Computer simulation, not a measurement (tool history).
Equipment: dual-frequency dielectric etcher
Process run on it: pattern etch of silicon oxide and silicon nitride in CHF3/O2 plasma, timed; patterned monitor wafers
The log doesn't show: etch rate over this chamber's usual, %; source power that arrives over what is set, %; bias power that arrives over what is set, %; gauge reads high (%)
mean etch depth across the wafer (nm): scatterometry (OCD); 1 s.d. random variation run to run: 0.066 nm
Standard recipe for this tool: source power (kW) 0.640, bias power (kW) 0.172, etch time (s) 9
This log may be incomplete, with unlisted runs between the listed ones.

run,day,source power (kW),bias power (kW),etch time (s),wafers since the last listed run,hours since the last wet clean,hours since the last source power generator calibration,hours since the last bias power generator calibration,hours since the last upper electrode change,hours since the gauge calibration,"read-back reference wafer on the same gauge, depth_nm",mean etch depth across the wafer (nm)
1,0.000,0.640,0.172,9,0,364.0,3368.0,3423.2,1620.7,282.7,12.18,13.95
2,4.479,0.640,0.172,9,2240,471.5,3475.5,3530.7,1728.2,390.2,12.18,14.06
# day 7.600: wet clean of the chamber
3,8.167,0.640,0.172,9,1344,13.6,3564.0,3619.2,1816.7,478.7,12.19,13.30
4,11.833,0.640,0.172,9,1834,101.6,3652.0,3707.2,1904.7,566.7,12.19,13.53
# day 11.967: gauge calibrated
5,13.392,0.640,0.172,9,779,139.0,3689.4,3744.6,1942.1,34.2,12.18,13.46
6,15.058,0.640,0.172,9,833,179.0,3729.4,3784.6,1982.1,74.2,12.20,13.46
# day 15.750: bias power generator calibrated
# day 16.462: source power generator calibrated
7,16.862,0.640,0.172,9,735,222.3,9.6,26.7,2025.4,117.5,12.19,13.58
8,19.492,0.640,0.196,11,1315,285.4,72.7,89.8,2088.5,180.6,12.19,17.44
9,22.354,0.700,0.172,9,1432,354.1,141.4,158.5,2157.2,249.3,12.19,14.29
# day 26.775: wet clean of the chamber
10,26.796,0.510,0.133,9,1721,0.5,248.0,265.1,2263.8,355.9,12.22,11.27
# day 28.817: upper electrode replaced
11,28.838,0.640,0.172,9,521,49.5,297.0,314.1,0.5,404.9,12.22,13.51

The next listed run, before its measurement:
12,30.517,0.540,0.130,10,840,89.8,337.3,354.4,40.8,445.2,?,?

read-back reference wafer on the same gauge, depth_nm: 12.20
mean etch depth across the wafer (nm): 12.98
The same run, on a tool lacking any hidden state, would have yielded mean etch depth across the wafer (nm) 12.77.
